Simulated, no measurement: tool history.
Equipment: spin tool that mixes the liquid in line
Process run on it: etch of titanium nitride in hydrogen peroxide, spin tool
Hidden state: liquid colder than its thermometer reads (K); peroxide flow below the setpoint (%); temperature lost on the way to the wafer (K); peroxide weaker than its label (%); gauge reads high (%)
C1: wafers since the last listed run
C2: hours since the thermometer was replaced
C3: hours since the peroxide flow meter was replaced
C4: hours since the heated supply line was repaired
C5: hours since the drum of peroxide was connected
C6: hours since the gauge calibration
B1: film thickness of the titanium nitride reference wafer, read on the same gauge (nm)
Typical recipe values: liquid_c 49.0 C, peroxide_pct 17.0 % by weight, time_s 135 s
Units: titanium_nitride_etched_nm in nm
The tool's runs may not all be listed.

{"run": 1, "hour": 0.0, "liquid_c": 46.5, "peroxide_pct": 17.0, "time_s": 135, "C1": 0, "C2": 2374.4, "C3": 1288.1, "C4": 3381.9, "C5": 575.1, "C6": 100.5, "B1": 80.01, "titanium_nitride_etched_nm": 5.03}
{"run": 2, "hour": 16.6, "liquid_c": 46.5, "peroxide_pct": 17.0, "time_s": 135, "C1": 134, "C2": 2391.0, "C3": 1304.7, "C4": 3398.5, "C5": 591.7, "C6": 117.1, "B1": 80.0, "titanium_nitride_etched_nm": 5.05}
{"run": 3, "hour": 34.2, "liquid_c": 49.0, "peroxide_pct": 14.0, "time_s": 135, "C1": 142, "C2": 2408.6, "C3": 1322.3, "C4": 3416.1, "C5": 609.3, "C6": 134.7, "B1": 80.01, "titanium_nitride_etched_nm": 5.86}
{"run": 4, "hour": 50.0, "liquid_c": 49.0, "peroxide_pct": 14.0, "time_s": 135, "C1": 128, "C2": 2424.4, "C3": 1338.1, "C4": 3431.9, "C5": 625.1, "C6": 150.5, "B1": 80.02, "titanium_nitride_etched_nm": 5.78}
{"run": 5, "hour": 58.6, "liquid_c": 49.0, "peroxide_pct": 14.0, "time_s": 135, "C1": 69, "C2": 2433.0, "C3": 1346.7, "C4": 3440.5, "C5": 633.7, "C6": 159.1, "B1": 80.03, "titanium_nitride_etched_nm": 5.87}
{"run": 6, "hour": 67.3, "liquid_c": 49.0, "peroxide_pct": 17.0, "time_s": 135, "C1": 70, "C2": 2441.7, "C3": 1355.4, "C4": 3449.2, "C5": 642.4, "C6": 167.8, "B1": 79.99, "titanium_nitride_etched_nm": 6.03}
{"run": 7, "hour": 76.5, "liquid_c": 49.0, "peroxide_pct": 17.0, "time_s": 135, "C1": 74, "C2": 2450.9, "C3": 1364.6, "C4": 3458.4, "C5": 651.6, "C6": 177.0, "B1": 79.99, "titanium_nitride_etched_nm": 6.04}
{"run": 8, "hour": 130.1, "liquid_c": 49.0, "peroxide_pct": 17.0, "time_s": 135, "C1": 434, "C2": 2504.5, "C3": 1418.2, "C4": 3512.0, "C5": 705.2, "C6": 230.6, "B1": 80.0, "titanium_nitride_etched_nm": 5.99}
{"hour": 133.5, "done": "thermometer replaced"}
{"run": 9, "hour": 147.7, "liquid_c": 49.0, "peroxide_pct": 17.0, "time_s": 135, "C1": 134, "C2": 14.2, "C3": 1435.8, "C4": 3529.6, "C5": 722.8, "C6": 248.2, "B1": 80.02, "titanium_nitride_etched_nm": 7.67}
{"run": 10, "hour": 154.9, "liquid_c": 49.0, "peroxide_pct": 17.0, "time_s": 135, "C1": 58, "C2": 21.4, "C3": 1443.0, "C4": 3536.8, "C5": 730.0, "C6": 255.4, "B1": 79.98, "titanium_nitride_etched_nm": 7.65}
{"hour": 166.6, "done": "gauge calibrated"}
{"run": 11, "hour": 168.9, "liquid_c": 49.0, "peroxide_pct": 17.0, "time_s": 135, "C1": 113, "C2": 35.4, "C3": 1457.0, "C4": 3550.8, "C5": 744.0, "C6": 2.3, "B1": 79.98, "titanium_nitride_etched_nm": 7.6}
{"hour": 180.8, "done": "heated supply line repaired"}
{"run": 12, "hour": 182.3, "liquid_c": 49.0, "peroxide_pct": 17.0, "time_s": 215, "C1": 100, "C2": 48.8, "C3": 1470.4, "C4": 1.5, "C5": 757.4, "C6": 15.7, "B1": 80.01, "titanium_nitride_etched_nm": 15.36}
{"run": 13, "hour": 195.0, "liquid_c": 49.0, "peroxide_pct": 17.0, "time_s": 110, "C1": 102, "C2": 61.5, "C3": 1483.1, "C4": 14.2, "C5": 770.1, "C6": 28.4, "B1": 79.97, "titanium_nitride_etched_nm": 7.77}
{"hour": 201.1, "done": "new drum of peroxide connected"}
{"run": 14, "hour": 209.7, "liquid_c": 49.0, "peroxide_pct": 17.0, "time_s": 195, "C1": 111, "C2": 76.2, "C3": 1497.8, "C4": 28.9, "C5": 8.6, "C6": 43.1, "B1": 80.02, "titanium_nitride_etched_nm": 13.68}
{"run": 15, "hour": 218.8, "liquid_c": 49.0, "peroxide_pct": 20.5, "time_s": 135, "C1": 73, "C2": 85.3, "C3": 1506.9, "C4": 38.0, "C5": 17.7, "C6": 52.2, "B1": 80.02, "titanium_nitride_etched_nm": 9.86}
{"run": 16, "hour": 227.9, "liquid_c": 46.0, "peroxide_pct": 17.0, "time_s": 170, "C1": 73, "C2": 94.4, "C3": 1516.0, "C4": 47.1, "C5": 26.8, "C6": 61.3, "B1": 80.02, "titanium_nitride_etched_nm": 9.51}
{"hour": 232.7, "done": "peroxide flow meter replaced"}
{"run": 17, "hour": 244.8, "liquid_c": 49.0, "peroxide_pct": 17.0, "time_s": 160, "C1": 128, "C2": 111.3, "C3": 12.1, "C4": 64.0, "C5": 43.7, "C6": 78.2, "B1": 79.98, "titanium_nitride_etched_nm": 11.22}
{"run": 18, "hour": 260.8, "liquid_c": 39.5, "peroxide_pct": 20.0, "time_s": 195, "C1": 129, "C2": 127.3, "C3": 28.1, "C4": 80.0, "C5": 59.7, "C6": 94.2, "B1": 79.98, "titanium_nitride_etched_nm": 6.93}
{"run": 19, "hour": 301.9, "liquid_c": 49.0, "peroxide_pct": 21.0, "time_s": 160, "C1": 333, "C2": 168.4, "C3": 69.2, "C4": 121.1, "C5": 100.8, "C6": 135.3, "B1": 79.97, "titanium_nitride_etched_nm": 11.65}
{"run": 20, "hour": 308.6, "liquid_c": 46.5, "peroxide_pct": 17.0, "time_s": 135, "C1": 54, "C2": 175.1, "C3": 75.9, "C4": 127.8, "C5": 107.5, "C6": 142.0, "B1": 79.99, "titanium_nitride_etched_nm": 7.81}

Take each entry between the runs: how does the hidden state at the last listed run before it differ from the hidden state at the first listed run after it?
In the gap between runs 8 and 9: thermometer replaced (hour 133.5)
  liquid colder than its thermometer reads (K): 3.36 -> 0.147; temperature lost on the way to the wafer (K): 3.71 -> 3.73
  what was measured, less what the result would be without the hidden state, titanium_nitride_etched_nm: -4.14 -> -2.53 nm
In the gap between runs 10 and 11: gauge calibrated (hour 166.6)
  liquid colder than its thermometer reads (K): 0.155 -> 0.17; temperature lost on the way to the wafer (K): 3.74 -> 3.75
  what was measured, less what the result would be without the hidden state, titanium_nitride_etched_nm: -2.54 -> -2.54 nm
In the gap between runs 11 and 12: heated supply line repaired (hour 180.8)
  liquid colder than its thermometer reads (K): 0.17 -> 0.185; temperature lost on the way to the wafer (K): 3.75 -> 0.612
  what was measured, less what the result would be without the hidden state, titanium_nitride_etched_nm: -2.54 -> -0.92 nm
In the gap between runs 13 and 14: new drum of peroxide connected (hour 201.1)
  liquid colder than its thermometer reads (K): 0.199 -> 0.215; temperature lost on the way to the wafer (K): 0.625 -> 0.641
  what was measured, less what the result would be without the hidden state, titanium_nitride_etched_nm: -0.48 -> -0.89 nm
In the gap between runs 16 and 17: peroxide flow meter replaced (hour 232.7)
  liquid colder than its thermometer reads (K): 0.235 -> 0.253; temperature lost on the way to the wafer (K): 0.66 -> 0.677
  what was measured, less what the result would be without the hidden state, titanium_nitride_etched_nm: -0.65 -> -0.79 nm

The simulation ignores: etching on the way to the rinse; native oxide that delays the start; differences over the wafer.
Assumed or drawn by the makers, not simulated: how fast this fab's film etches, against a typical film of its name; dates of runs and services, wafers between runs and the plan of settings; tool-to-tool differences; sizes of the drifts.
